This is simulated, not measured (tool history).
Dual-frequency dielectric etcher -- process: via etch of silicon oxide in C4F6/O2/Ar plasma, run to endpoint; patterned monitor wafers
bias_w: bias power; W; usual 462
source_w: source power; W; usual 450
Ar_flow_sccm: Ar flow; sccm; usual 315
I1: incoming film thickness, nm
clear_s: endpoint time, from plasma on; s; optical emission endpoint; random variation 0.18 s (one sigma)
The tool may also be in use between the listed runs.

Run 1, hour 0: usual settings but Ar_flow_sccm 278 sccm; I1 110.6. Result: clear_s 24 s.
Run 2, hour 15.6: usual settings; I1 111.9. Result: clear_s 24.9 s.
Run 3, hour 30.5: usual settings; I1 111.7. Result: clear_s 25 s.
Run 4, hour 44.5: usual settings; I1 112.5. Result: clear_s 25.2 s.
Run 5, hour 54.3: usual settings but bias_w 406 W, Ar_flow_sccm 357 sccm; I1 111.7. Result: clear_s 26.9 s.
Run 6, hour 69.6: usual settings but Ar_flow_sccm 341 sccm; I1 111.5. Result: clear_s 25.3 s.
At hour 96.7: wet clean of the chamber.
Run 7, hour 97.2: usual settings but Ar_flow_sccm 341 sccm; I1 112.6. Result: clear_s 25.6 s.
Run 8, hour 103.9: usual settings; I1 112.3. Result: clear_s 25.2 s.
At hour 118.3: source power generator calibrated.
Run 9, hour 118.8: usual settings but bias_w 401 W; I1 112.7. Result: clear_s 26.7 s.
At hour 128.9: bias power generator calibrated.
At hour 165.5: upper electrode replaced.
Run 10, hour 166: usual settings; I1 111.5. Result: clear_s 24.8 s.
Run 11, hour 166.4: usual settings but bias_w 493 W, source_w 400 W, Ar_flow_sccm 274 sccm; I1 111.2. Result: clear_s 24.6 s.
Run 12, hour 169: usual settings but source_w 380 W; I1 112.6. Result: clear_s 26.8 s.
At hour 179.8: Ar flow controller replaced.
Run 13, hour 186.1: usual settings; I1 112.3. Result: clear_s 25 s.
Run 14, hour 201.9: usual settings but bias_w 377 W, source_w 410 W, Ar_flow_sccm 359 sccm; I1 110.7. Result: clear_s 28.7 s.
Run 15, hour 212: usual settings; I1 112.3. Result: clear_s 25.1 s.
Run 16, hour 223.9: usual settings but bias_w 493 W; I1 112.6. Result: clear_s 24.4 s.
Run 17, hour 240: usual settings but bias_w 510 W, Ar_flow_sccm 345 sccm; I1 113.5. Result: clear_s 24.7 s.
Run 18, hour 255.7: usual settings but bias_w 499 W, source_w 490 W, Ar_flow_sccm 353 sccm; I1 111.3. Result: clear_s 23.4 s.
Run 19, hour 272.2: usual settings but bias_w 406 W, source_w 500 W, Ar_flow_sccm 342 sccm; I1 111.6. Result: clear_s 25.5 s.
Run 20, hour 282.8: usual settings; I1 111.1. Result: clear_s 24.5 s.
Run 21, hour 295: usual settings; I1 111.8. Result: clear_s 25 s.
Run 22, hour 312.1: usual settings but bias_w 547 W; I1 113.4. Result: clear_s 23.5 s.
Run 23, hour 355.4: usual settings but bias_w 355 W, source_w 510 W; I1 112.1. Result: clear_s 26.9 s.
Run 24, hour 363.2: usual settings; I1 112. Result: clear_s 25.2 s.
Run 25, hour 375.3: usual settings but bias_w 492 W; I1 111.9. Result: clear_s 24.4 s.
Run 26, hour 382: usual settings; I1 112.1. Result: clear_s 25 s.
Run 27, hour 397.8: usual settings but bias_w 355 W, source_w 510 W; I1 111.5. Result: clear_s 26.5 s.
Run 28, hour 406.7: usual settings but bias_w 372 W, source_w 520 W, Ar_flow_sccm 355 sccm; I1 111.4. Result: clear_s 26.4 s.

What if the next run were any one of these 5? Each begins from the tool's condition after run 28:
Run A, hour 407.1: usual settings; I1 112.9. Result: clear_s ?.
Run B, hour 407.1: usual settings but bias_w 427 W; I1 112.9. Result: clear_s ?.
Run C, hour 407.1: usual settings but bias_w 574 W, source_w 390 W; I1 112.9. Result: clear_s ?.
Run D, hour 407.1: usual settings but bias_w 518 W, source_w 400 W, Ar_flow_sccm 346 sccm; I1 112.9. Result: clear_s ?.
Run E, hour 407.1: usual settings but bias_w 429 W, source_w 400 W, Ar_flow_sccm 351 sccm; I1 112.9. Result: clear_s ?.

run  clear_s
  A     25.2
  B     26.1
  C     24.2
  D     25.4
  E     27.7
Had the tool no hidden state, the same runs would have come out as:
run  clear_s
  A     25.2
  B     26.1
  C     24.2
  D     25.4
  E     27.7
